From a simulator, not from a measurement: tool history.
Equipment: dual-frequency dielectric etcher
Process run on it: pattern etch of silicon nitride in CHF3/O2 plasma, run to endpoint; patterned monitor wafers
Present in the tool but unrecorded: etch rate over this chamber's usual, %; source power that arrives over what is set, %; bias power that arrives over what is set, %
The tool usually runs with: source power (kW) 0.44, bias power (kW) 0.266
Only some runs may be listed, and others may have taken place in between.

| run | hour | source power (kW) | bias power (kW) | wafers since the last listed run | hours since the last wet clean | hours since the last source power generator calibration | hours since the last bias power generator calibration | hours since the last upper electrode change | incoming incoming film thickness, nm | endpoint time (s) |
|---|---|---|---|---|---|---|---|---|---|---|
| 1 | 0 | 0.5 | 0.266 | 0 | 186.8 | 3966.2 | 4034.6 | 1602.8 | 52.2 | 35.2 |
| 2 | 14.2 | 0.5 | 0.266 | 177 | 201 | 3980.4 | 4048.8 | 1617 | 52 | 35.2 |
| 3 | 23.3 | 0.5 | 0.266 | 113 | 210.1 | 3989.5 | 4057.9 | 1626.1 | 53.4 | 36.1 |
| 4 | 29.6 | 0.44 | 0.266 | 78 | 216.4 | 3995.8 | 4064.2 | 1632.4 | 53.2 | 37.2 |
| 5 | 46.9 | 0.44 | 0.266 | 216 | 233.7 | 4013.1 | 4081.5 | 1649.7 | 52.5 | 36.6 |
| 6 | 60.2 | 0.44 | 0.266 | 166 | 247 | 4026.4 | 4094.8 | 1663 | 52.6 | 36.6 |
| 7 | 76.7 | 0.44 | 0.266 | 206 | 263.5 | 4042.9 | 4111.3 | 1679.5 | 52.2 | 36.3 |
| 8 | 82.7 | 0.44 | 0.266 | 75 | 269.5 | 4048.9 | 4117.3 | 1685.5 | 52.9 | 37.1 |
| 9 | 99.3 | 0.44 | 0.266 | 207 | 286.1 | 4065.5 | 4133.9 | 1702.1 | 52.9 | 36.5 |
|  | 115.6 | bias power generator calibrated |
|  | 128.4 | upper electrode replaced |
| 10 | 128.9 | 0.44 | 0.266 | 159 | 315.7 | 4095.1 | 13.3 | 0.5 | 52.7 | 36.3 |
| 11 | 129.3 | 0.44 | 0.266 | 5 | 316.1 | 4095.5 | 13.7 | 0.9 | 53.1 | 37 |
| 12 | 129.6 | 0.44 | 0.235 | 3 | 316.4 | 4095.8 | 14 | 1.2 | 52.8 | 39 |
| 13 | 139.5 | 0.39 | 0.266 | 123 | 326.3 | 4105.7 | 23.9 | 11.1 | 52.9 | 38.1 |
| 14 | 148.6 | 0.39 | 0.266 | 113 | 335.4 | 4114.8 | 33 | 20.2 | 52.2 | 37.4 |
| 15 | 165.7 | 0.52 | 0.266 | 213 | 352.5 | 4131.9 | 50.1 | 37.3 | 52.5 | 34.2 |
| 16 | 171.8 | 0.37 | 0.284 | 76 | 358.6 | 4138 | 56.2 | 43.4 | 52.1 | 37.1 |
|  | 188.6 | source power generator calibrated |
| 17 | 189.1 | 0.49 | 0.308 | 166 | 375.9 | 0.5 | 73.5 | 60.7 | 52.5 | 32.4 |
| 18 | 201.6 | 0.49 | 0.324 | 156 | 388.4 | 13 | 86 | 73.2 | 52.9 | 32 |
|  | 239.3 | wet clean of the chamber |
| 19 | 239.8 | 0.41 | 0.303 | 177 | 0.5 | 51.2 | 124.2 | 111.4 | 52.4 | 36 |
| 20 | 240.2 | 0.5 | 0.329 | 5 | 0.9 | 51.6 | 124.6 | 111.8 | 53.5 | 33.4 |
| 21 | 245.6 | 0.4 | 0.204 | 67 | 6.3 | 57 | 130 | 117.2 | 52.9 | 45 |
| 22 | 255.7 | 0.49 | 0.324 | 126 | 16.4 | 67.1 | 140.1 | 127.3 | 52.8 | 33.2 |
| 23 | 264.3 | 0.37 | 0.327 | 107 | 25 | 75.7 | 148.7 | 135.9 | 52.9 | 36.1 |
| 24 | 280.5 | 0.44 | 0.228 | 202 | 41.2 | 91.9 | 164.9 | 152.1 | 52.6 | 40.6 |
| 25 | 295.6 | 0.44 | 0.266 | 188 | 56.3 | 107 | 180 | 167.2 | 53 | 38 |
| 26 | 311.9 | 0.5 | 0.236 | 203 | 72.6 | 123.3 | 196.3 | 183.5 | 52.8 | 38.2 |
| 27 | 319 | 0.44 | 0.266 | 88 | 79.7 | 130.4 | 203.4 | 190.6 | 52.9 | 37.8 |
| 28 | 330.9 | 0.48 | 0.208 | 148 | 91.6 | 142.3 | 215.3 | 202.5 | 53.2 | 41.6 |
| 29 | 345.5 | 0.52 | 0.318 | 182 | 106.2 | 156.9 | 229.9 | 217.1 | 53.1 | 32.7 |
| 30 | 359.2 | 0.41 | 0.32 | 171 | 119.9 | 170.6 | 243.6 | 230.8 | 52.6 | 35.1 |

Exercise: give the hidden state of the tool at every run:
source power that arrives over what is set, %: 0, the same for each run
bias power that arrives over what is set, %: 0, the same for each run
H1: etch rate over this chamber's usual, %
| run | H1 |
|---|---|
| 1 | 2.49 |
| 2 | 2.67 |
| 3 | 2.78 |
| 4 | 2.85 |
| 5 | 3.06 |
| 6 | 3.22 |
| 7 | 3.42 |
| 8 | 3.5 |
| 9 | 3.7 |
| 10 | 4.06 |
| 11 | 4.06 |
| 12 | 4.06 |
| 13 | 4.18 |
| 14 | 4.29 |
| 15 | 4.5 |
| 16 | 4.58 |
| 17 | 4.79 |
| 18 | 4.94 |
| 19 | 0.224 |
| 20 | 0.229 |
| 21 | 0.295 |
| 22 | 0.417 |
| 23 | 0.521 |
| 24 | 0.717 |
| 25 | 0.9 |
| 26 | 1.1 |
| 27 | 1.18 |
| 28 | 1.33 |
| 29 | 1.5 |
| 30 | 1.67 |

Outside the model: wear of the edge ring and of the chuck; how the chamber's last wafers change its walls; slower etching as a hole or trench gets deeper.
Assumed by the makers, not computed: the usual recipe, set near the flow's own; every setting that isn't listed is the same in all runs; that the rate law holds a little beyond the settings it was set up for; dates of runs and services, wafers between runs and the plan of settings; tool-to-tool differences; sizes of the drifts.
